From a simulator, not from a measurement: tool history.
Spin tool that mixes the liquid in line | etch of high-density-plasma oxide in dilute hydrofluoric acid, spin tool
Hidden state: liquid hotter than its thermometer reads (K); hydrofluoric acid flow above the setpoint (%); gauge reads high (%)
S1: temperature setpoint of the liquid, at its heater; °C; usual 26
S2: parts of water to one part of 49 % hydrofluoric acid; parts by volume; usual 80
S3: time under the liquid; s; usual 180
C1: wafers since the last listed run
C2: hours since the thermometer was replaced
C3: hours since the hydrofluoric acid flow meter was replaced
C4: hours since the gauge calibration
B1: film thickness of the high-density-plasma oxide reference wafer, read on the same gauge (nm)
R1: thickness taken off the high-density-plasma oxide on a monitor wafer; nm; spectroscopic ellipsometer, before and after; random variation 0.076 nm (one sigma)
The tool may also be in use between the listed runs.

| run | hour | S1 | S2 | S3 | C1 | C2 | C3 | C4 | B1 | R1 |
|---|---|---|---|---|---|---|---|---|---|---|
| 1 | 0 | 22.5 | 80 | 180 | 0 | 1466.5 | 1891.8 | 1446.7 | 79.99 | 15.89 |
| 2 | 61.5 | 26 | 80 | 180 | 320 | 1528 | 1953.3 | 1508.2 | 80 | 18.23 |
| 3 | 103.9 | 26 | 80 | 180 | 221 | 1570.4 | 1995.7 | 1550.6 | 80 | 18.29 |
|  | 151 | thermometer replaced |
|  | 153.7 | hydrofluoric acid flow meter replaced |
| 4 | 159.8 | 26 | 80 | 180 | 281 | 8.8 | 6.1 | 1606.5 | 80 | 16.79 |
| 5 | 196.9 | 26 | 80 | 180 | 193 | 45.9 | 43.2 | 1643.6 | 79.99 | 16.83 |
| 6 | 248.9 | 26 | 80 | 180 | 271 | 97.9 | 95.2 | 1695.6 | 79.99 | 16.78 |
| 7 | 291.4 | 26 | 80 | 180 | 221 | 140.4 | 137.7 | 1738.1 | 79.99 | 16.88 |
|  | 305.4 | gauge calibrated |
| 8 | 344.1 | 26 | 80 | 180 | 274 | 193.1 | 190.4 | 38.7 | 80 | 16.86 |
| 9 | 375.8 | 26 | 80 | 180 | 165 | 224.8 | 222.1 | 70.4 | 79.99 | 17.15 |
| 10 | 422.4 | 26 | 80 | 180 | 243 | 271.4 | 268.7 | 117 | 79.98 | 17.02 |
| 11 | 490.6 | 26 | 50 | 180 | 355 | 339.6 | 336.9 | 185.2 | 79.98 | 28.48 |
| 12 | 559.4 | 26 | 80 | 180 | 358 | 408.4 | 405.7 | 254 | 79.99 | 17.11 |
| 13 | 612.3 | 27.5 | 80 | 180 | 275 | 461.3 | 458.6 | 306.9 | 80.01 | 18.32 |
| 14 | 682.8 | 26 | 60 | 205 | 367 | 531.8 | 529.1 | 377.4 | 80.02 | 26.95 |
| 15 | 714.2 | 26 | 120 | 270 | 163 | 563.2 | 560.5 | 408.8 | 80.01 | 16.49 |
| 16 | 769.4 | 26 | 60 | 145 | 287 | 618.4 | 615.7 | 464 | 80 | 19.1 |
| 17 | 819.9 | 26 | 105 | 180 | 263 | 668.9 | 666.2 | 514.5 | 79.99 | 12.92 |
| 18 | 885.4 | 26 | 80 | 180 | 341 | 734.4 | 731.7 | 580 | 80.01 | 17.38 |
| 19 | 941.6 | 26 | 45 | 285 | 293 | 790.6 | 787.9 | 636.2 | 79.99 | 52.02 |
| 20 | 986.4 | 22 | 55 | 180 | 233 | 835.4 | 832.7 | 681 | 79.99 | 22.33 |
| 21 | 1063.4 | 26 | 80 | 130 | 401 | 912.4 | 909.7 | 758 | 80 | 12.8 |
| 22 | 1090.2 | 26 | 80 | 180 | 139 | 939.2 | 936.5 | 784.8 | 80 | 17.57 |
| 23 | 1141.9 | 24.5 | 80 | 240 | 269 | 990.9 | 988.2 | 836.5 | 79.99 | 22.34 |
| 24 | 1182.7 | 26 | 80 | 180 | 212 | 1031.7 | 1029 | 877.3 | 80.01 | 17.79 |
| 25 | 1244.4 | 26 | 65 | 180 | 321 | 1093.4 | 1090.7 | 939 | 80 | 22.34 |
| 26 | 1300.7 | 26 | 80 | 180 | 293 | 1149.7 | 1147 | 995.3 | 80 | 17.74 |
| 27 | 1352 | 26 | 95 | 180 | 267 | 1201 | 1198.3 | 1046.6 | 80 | 14.82 |
| 28 | 1386.3 | 26 | 115 | 145 | 178 | 1235.3 | 1232.6 | 1080.9 | 79.99 | 9.7 |
| 29 | 1442.8 | 24 | 115 | 135 | 294 | 1291.8 | 1289.1 | 1137.4 | 79.98 | 8.29 |
| 30 | 1473.5 | 26 | 60 | 265 | 160 | 1322.5 | 1319.8 | 1168.1 | 80 | 36.43 |
| 31 | 1533.8 | 23 | 80 | 85 | 314 | 1382.8 | 1380.1 | 1228.4 | 80.02 | 7.61 |
| 32 | 1588.4 | 22.5 | 80 | 90 | 284 | 1437.4 | 1434.7 | 1283 | 79.99 | 7.91 |

The same runs without the tool's hidden state, with the same run-to-run variation:
| run | R1 |
|---|---|
| 1 | 14.37 |
| 2 | 16.45 |
| 3 | 16.45 |
| 4 | 16.51 |
| 5 | 16.52 |
| 6 | 16.42 |
| 7 | 16.47 |
| 8 | 16.4 |
| 9 | 16.65 |
| 10 | 16.49 |
| 11 | 27.47 |
| 12 | 16.43 |
| 13 | 17.55 |
| 14 | 25.71 |
| 15 | 15.69 |
| 16 | 18.12 |
| 17 | 12.22 |
| 18 | 16.38 |
| 19 | 48.88 |
| 20 | 20.91 |
| 21 | 11.94 |
| 22 | 16.36 |
| 23 | 20.74 |
| 24 | 16.48 |
| 25 | 20.62 |
| 26 | 16.33 |
| 27 | 13.59 |
| 28 | 8.88 |
| 29 | 7.56 |
| 30 | 33.18 |
| 31 | 6.9 |
| 32 | 7.15 |

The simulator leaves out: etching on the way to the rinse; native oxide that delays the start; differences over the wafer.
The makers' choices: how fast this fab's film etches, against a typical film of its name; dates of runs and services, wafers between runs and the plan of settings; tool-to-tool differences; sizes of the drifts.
